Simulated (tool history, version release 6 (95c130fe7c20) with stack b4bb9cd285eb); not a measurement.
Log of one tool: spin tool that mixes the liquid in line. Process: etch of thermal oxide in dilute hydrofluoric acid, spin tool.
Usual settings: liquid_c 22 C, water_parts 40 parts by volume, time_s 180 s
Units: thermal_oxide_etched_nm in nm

| run | hour | liquid_c | water_parts | time_s | read-back film thickness of the thermal oxide reference wafer, read on the same gauge (nm) | thermal_oxide_etched_nm |
|---|---|---|---|---|---|---|
| 1 | 0 | 18.5 | 40 | 180 | 149.97 | 15.98 |
| 2 | 13.9 | 18.5 | 40 | 180 | 149.99 | 16.01 |
| 3 | 28.6 | 19.5 | 40 | 180 | 150 | 16.76 |
| 4 | 36 | 19.5 | 40 | 180 | 150 | 16.7 |
| 5 | 46.3 | 19.5 | 40 | 180 | 149.99 | 16.76 |
| 6 | 60.9 | 22 | 40 | 180 | 150 | 18.72 |
| 7 | 68.1 | 22 | 40 | 180 | 150.01 | 18.75 |
| 8 | 75.2 | 22 | 40 | 180 | 150 | 18.71 |
| 9 | 82.6 | 22 | 40 | 180 | 150.06 | 18.67 |
| 10 | 96.5 | 22 | 40 | 180 | 149.98 | 18.58 |
| 11 | 106.1 | 22 | 40 | 180 | 150 | 18.6 |
| 12 | 124 | 22 | 40 | 180 | 150.02 | 18.7 |
| 13 | 139.1 | 22 | 40 | 180 | 149.98 | 18.73 |
| 14 | 155.3 | 22 | 40 | 180 | 150 | 18.69 |
| 15 | 162 | 23 | 40 | 180 | 149.96 | 19.59 |
| 16 | 176.7 | 23 | 40 | 180 | 149.99 | 19.37 |
|  | 176.9 | gauge calibrated |
| 17 | 185.7 | 23 | 40 | 180 | 149.97 | 19.59 |
|  | 199.5 | thermometer replaced |
| 18 | 200.3 | 22 | 40 | 180 | 149.96 | 21.31 |
| 19 | 212.5 | 18 | 40 | 270 | 150.05 | 26.8 |
| 20 | 220.2 | 25 | 40 | 180 | 149.98 | 24.17 |
| 21 | 235.1 | 23.5 | 40 | 180 | 150.03 | 22.57 |
| 22 | 248.2 | 22 | 30 | 85 | 149.99 | 13.53 |
| 23 | 259.4 | 22 | 40 | 180 | 150 | 21.25 |
|  | 264.5 | hydrofluoric acid flow meter replaced |
| 24 | 267.6 | 19 | 40 | 180 | 149.99 | 17.17 |
| 25 | 274 | 25.5 | 40 | 180 | 149.98 | 22.75 |
| 26 | 290.9 | 20.5 | 40 | 180 | 149.96 | 18.45 |
| 27 | 306.9 | 26 | 35 | 255 | 150.02 | 37.82 |
| 28 | 319 | 17 | 35 | 180 | 150.02 | 18.18 |
| 29 | 331.5 | 22 | 20 | 140 | 149.98 | 31.5 |
| 30 | 339.1 | 22 | 25 | 75 | 150 | 13.33 |
| 31 | 355.7 | 22 | 60 | 225 | 149.98 | 15.91 |
| 32 | 372.5 | 22 | 40 | 180 | 150 | 19.52 |
| 33 | 386.7 | 22 | 40 | 145 | 149.98 | 15.78 |
| 34 | 394.2 | 18 | 60 | 95 | 150.01 | 5.7 |

3 ways to go on from here, each from the tool as it stands after run 34. What would each give?
| A | 394.7 | 24.5 | 40 | 180 | ? | ? |
| B | 394.7 | 22 | 40 | 220 | ? | ? |
| C | 394.7 | 17.5 | 60 | 85 | ? | ? |

| run | read-back film thickness of the thermal oxide reference wafer, read on the same gauge (nm) | thermal_oxide_etched_nm |
|---|---|---|
| A | 149.95 | 21.77 |
| B | 149.95 | 23.96 |
| C | 149.95 | 4.98 |
Without the tool's hidden state the same runs would have given:
| run | thermal_oxide_etched_nm |
|---|---|
| A | 21.7 |
| B | 23.89 |
| C | 4.96 |

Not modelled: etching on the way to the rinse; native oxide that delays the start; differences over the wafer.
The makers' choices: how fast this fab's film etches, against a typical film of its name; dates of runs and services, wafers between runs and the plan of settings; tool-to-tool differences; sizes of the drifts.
